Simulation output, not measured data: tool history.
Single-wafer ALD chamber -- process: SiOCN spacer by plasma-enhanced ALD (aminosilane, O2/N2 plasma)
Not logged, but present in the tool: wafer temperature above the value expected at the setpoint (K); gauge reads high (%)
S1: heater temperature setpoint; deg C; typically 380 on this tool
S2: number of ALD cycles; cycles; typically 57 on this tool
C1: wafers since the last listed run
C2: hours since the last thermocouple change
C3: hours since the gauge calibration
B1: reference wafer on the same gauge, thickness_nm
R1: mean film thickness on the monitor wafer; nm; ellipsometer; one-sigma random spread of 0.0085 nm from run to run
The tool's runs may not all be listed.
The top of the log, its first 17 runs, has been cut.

run    hour   S1  S2   C1      C2     C3     B1     R1
 18   833.3  389  57  195  1990.1  704.9  3.420  3.390
 19   885.1  380  57  159  2041.9  756.7  3.415  3.365
 20   919.2  380  54  104  2076.0  790.8  3.411  3.181
 21   968.5  380  57  151  2125.3  840.1  3.401  3.351
 22  1003.2  380  57  106  2160.0  874.8  3.397  3.338
 23  1066.4  391  51  194  2223.2  938.0  3.385  2.978
     1082.9  -- gauge calibrated
 24  1135.7  366  52  212  2292.5   52.8  3.467  3.123
     1146.4  -- thermocouple changed; heater temperature recalibrated
 25  1180.3  375  62  112    33.9   97.4  3.467  3.723
 26  1240.5  371  54  184    94.1  157.6  3.462  3.222
 27  1311.7  380  57  218   165.3  228.8  3.461  3.399
 28  1346.5  380  57  106   200.1  263.6  3.461  3.406
 29  1398.2  366  57  158   251.8  315.3  3.458  3.405
 30  1427.6  376  67   90   281.2  344.7  3.455  3.987
 31  1473.8  380  57  141   327.4  390.9  3.452  3.412
 32  1508.4  380  57  106   362.0  425.5  3.450  3.400
 33  1567.7  372  54  182   421.3  484.8  3.447  3.212

Predict the results of run 34:
 34  1607.0  386  57  120  460.6  524.1   ?   ?

Run 34 measured B1 3.442, R1 3.389 nm.
Take away the tool's hidden state, keep the run-to-run variation as it was, and the same run would have given R1 3.417 nm.

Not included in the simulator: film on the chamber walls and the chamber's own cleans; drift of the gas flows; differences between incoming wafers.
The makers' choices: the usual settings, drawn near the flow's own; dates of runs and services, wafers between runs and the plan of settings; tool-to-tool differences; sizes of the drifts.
